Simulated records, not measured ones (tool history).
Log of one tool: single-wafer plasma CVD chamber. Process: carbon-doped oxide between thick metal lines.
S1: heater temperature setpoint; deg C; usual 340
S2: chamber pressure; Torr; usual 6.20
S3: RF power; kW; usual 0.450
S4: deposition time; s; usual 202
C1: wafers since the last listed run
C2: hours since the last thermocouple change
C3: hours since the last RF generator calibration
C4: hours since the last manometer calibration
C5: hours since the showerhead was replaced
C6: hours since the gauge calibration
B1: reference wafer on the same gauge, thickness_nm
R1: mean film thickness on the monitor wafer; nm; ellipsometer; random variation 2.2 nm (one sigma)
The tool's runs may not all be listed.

| run | hour | S1 | S2 | S3 | S4 | C1 | C2 | C3 | C4 | C5 | C6 | B1 | R1 |
|---|---|---|---|---|---|---|---|---|---|---|---|---|---|
| 1 | 0.0 | 340 | 6.20 | 0.450 | 202 | 0 | 1308.6 | 1953.5 | 82.0 | 5680.2 | 160.6 | 789.541 | 950.862 |
| 2 | 78.3 | 340 | 6.20 | 0.450 | 202 | 495 | 1386.9 | 2031.8 | 160.3 | 5758.5 | 238.9 | 788.916 | 950.442 |
| 3 | 119.7 | 340 | 6.20 | 0.450 | 202 | 261 | 1428.3 | 2073.2 | 201.7 | 5799.9 | 280.3 | 789.339 | 952.536 |
| 4 | 164.7 | 340 | 5.12 | 0.450 | 202 | 284 | 1473.3 | 2118.2 | 246.7 | 5844.9 | 325.3 | 790.760 | 934.692 |
| 5 | 202.3 | 340 | 5.12 | 0.450 | 202 | 237 | 1510.9 | 2155.8 | 284.3 | 5882.5 | 362.9 | 789.600 | 936.640 |
| 6 | 305.9 | 340 | 6.20 | 0.490 | 202 | 655 | 1614.5 | 2259.4 | 387.9 | 5986.1 | 466.5 | 790.127 | 1006.417 |
| 7 | 385.6 | 340 | 6.20 | 0.490 | 202 | 504 | 1694.2 | 2339.1 | 467.6 | 6065.8 | 546.2 | 789.943 | 1006.520 |
| 8 | 475.2 | 350 | 6.20 | 0.450 | 202 | 566 | 1783.8 | 2428.7 | 557.2 | 6155.4 | 635.8 | 790.069 | 930.863 |
| 9 | 539.8 | 350 | 6.20 | 0.450 | 202 | 408 | 1848.4 | 2493.3 | 621.8 | 6220.0 | 700.4 | 790.377 | 931.612 |
|  | 564.9 | RF generator calibrated |
| 10 | 678.9 | 340 | 6.20 | 0.450 | 202 | 829 | 1987.5 | 114.0 | 760.9 | 6359.1 | 839.5 | 790.308 | 950.608 |
| 11 | 772.7 | 340 | 5.47 | 0.490 | 188 | 593 | 2081.3 | 207.8 | 854.7 | 6452.9 | 933.3 | 789.970 | 924.289 |
| 12 | 858.0 | 329 | 7.55 | 0.420 | 202 | 539 | 2166.6 | 293.1 | 940.0 | 6538.2 | 1018.6 | 789.675 | 935.850 |
| 13 | 930.6 | 340 | 6.20 | 0.450 | 232 | 459 | 2239.2 | 365.7 | 1012.6 | 6610.8 | 1091.2 | 790.112 | 1089.680 |
|  | 996.3 | showerhead replaced |
|  | 1032.4 | thermocouple changed; heater temperature recalibrated |
|  | 1040.2 | capacitance manometer re-zeroed and calibrated |
| 14 | 1040.7 | 340 | 5.12 | 0.450 | 202 | 546 | 8.3 | 475.8 | 0.5 | 44.4 | 1201.3 | 790.025 | 946.884 |
|  | 1072.1 | gauge calibrated |
| 15 | 1084.2 | 344 | 6.20 | 0.450 | 228 | 275 | 51.8 | 519.3 | 44.0 | 87.9 | 12.1 | 790.780 | 1077.939 |
| 16 | 1135.5 | 335 | 6.20 | 0.450 | 202 | 324 | 103.1 | 570.6 | 95.3 | 139.2 | 63.4 | 790.422 | 975.096 |
| 17 | 1238.9 | 340 | 6.20 | 0.450 | 202 | 654 | 206.5 | 674.0 | 198.7 | 242.6 | 166.8 | 789.520 | 961.904 |
| 18 | 1292.4 | 340 | 5.56 | 0.450 | 202 | 338 | 260.0 | 727.5 | 252.2 | 296.1 | 220.3 | 789.161 | 951.646 |
| 19 | 1337.8 | 330 | 6.20 | 0.450 | 219 | 287 | 305.4 | 772.9 | 297.6 | 341.5 | 265.7 | 790.211 | 1065.239 |
| 20 | 1393.8 | 340 | 6.20 | 0.530 | 234 | 354 | 361.4 | 828.9 | 353.6 | 397.5 | 321.7 | 789.482 | 1235.083 |
| 21 | 1450.8 | 340 | 6.20 | 0.505 | 202 | 360 | 418.4 | 885.9 | 410.6 | 454.5 | 378.7 | 789.493 | 1034.008 |

3 ways to go on from here, each from the tool as it stands after run 21. What would each give?
| A | 1451.3 | 340 | 6.20 | 0.450 | 202 | 3 | 418.9 | 886.4 | 411.1 | 455.0 | 379.2 | ? | ? |
| B | 1451.3 | 344 | 7.11 | 0.450 | 202 | 3 | 418.9 | 886.4 | 411.1 | 455.0 | 379.2 | ? | ? |
| C | 1451.3 | 345 | 6.20 | 0.450 | 202 | 3 | 418.9 | 886.4 | 411.1 | 455.0 | 379.2 | ? | ? |

| run | B1 | R1 |
|---|---|---|
| A | 789.996 | 957.348 |
| B | 789.996 | 957.812 |
| C | 789.996 | 946.042 |
Without the tool's hidden state the same runs would have given:
| run | R1 |
|---|---|
| A | 963.910 |
| B | 964.303 |
| C | 952.435 |

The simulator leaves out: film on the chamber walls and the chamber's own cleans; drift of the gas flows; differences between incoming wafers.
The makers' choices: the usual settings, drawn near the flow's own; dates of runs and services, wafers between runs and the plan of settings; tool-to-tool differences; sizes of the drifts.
